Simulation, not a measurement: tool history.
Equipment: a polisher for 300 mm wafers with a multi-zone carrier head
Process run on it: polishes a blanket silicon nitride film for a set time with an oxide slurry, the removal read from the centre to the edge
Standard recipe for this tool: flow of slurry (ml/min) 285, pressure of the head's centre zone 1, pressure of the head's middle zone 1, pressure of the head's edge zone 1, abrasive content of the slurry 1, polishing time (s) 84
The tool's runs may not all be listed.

run	day	flow of slurry (ml/min)	pressure of the head's centre zone	pressure of the head's middle zone	pressure of the head's edge zone	abrasive content of the slurry	polishing time (s)	incoming thickness of the incoming film, nm	film removed at the wafer's centre (nm)	film removed at mid-radius (nm)	film removed at the wafer's edge (nm)
1	0	285	1	1	1	1	84	348.3	59.3	56.8	58.1
2	1.754	285	1	1	1	1	84	349	58.8	56.8	56.6
3	4.658	285	1	1	1	1	84	351.8	55.7	56.7	56.1
# day 5.021: edge zone pressure recalibrated
# day 5.25: centre zone pressure recalibrated
4	7.367	285	1	1	1	1	84	348	55.8	55.4	54.8
# day 8.617: slurry nozzle cleaned
5	8.921	285	1	1	1	1	84	353.7	57.6	54.2	53.6
# day 11.121: worn pad replaced by a new one
6	11.404	285	1	1	1	1	84	347.5	58.2	57.3	58.3
7	14.079	285	1	1	1	1	84	351.1	57.9	56.6	57.4
# day 17.208: carrier head's membrane replaced by a new one
8	17.6	370	1	0.93	1	1.3	60	357.2	46.4	43.5	45
9	20.671	285	1	1	0.93	1	84	352.6	56.1	53.8	51.9
# day 21.4: slurry nozzle cleaned
10	23.296	215	1	1	1.06	1	84	351.3	53.4	51.1	52.7
11	25.05	210	1	1.07	1	1	84	351.8	52.6	54.2	51

The next listed run, before its measurement:
# day 25.629: worn pad replaced by a new one
12	28.829	385	1.05	0.92	0.9	1	84	346.3	?	?	?

film removed at the wafer's centre (nm): 60.6
film removed at mid-radius (nm): 53.5
film removed at the wafer's edge (nm): 54.3
Minus the tool's unlogged condition, the same run would have read film removed at the wafer's centre (nm) 62.1, film removed at mid-radius (nm) 54.8, film removed at the wafer's edge (nm) 55.6.

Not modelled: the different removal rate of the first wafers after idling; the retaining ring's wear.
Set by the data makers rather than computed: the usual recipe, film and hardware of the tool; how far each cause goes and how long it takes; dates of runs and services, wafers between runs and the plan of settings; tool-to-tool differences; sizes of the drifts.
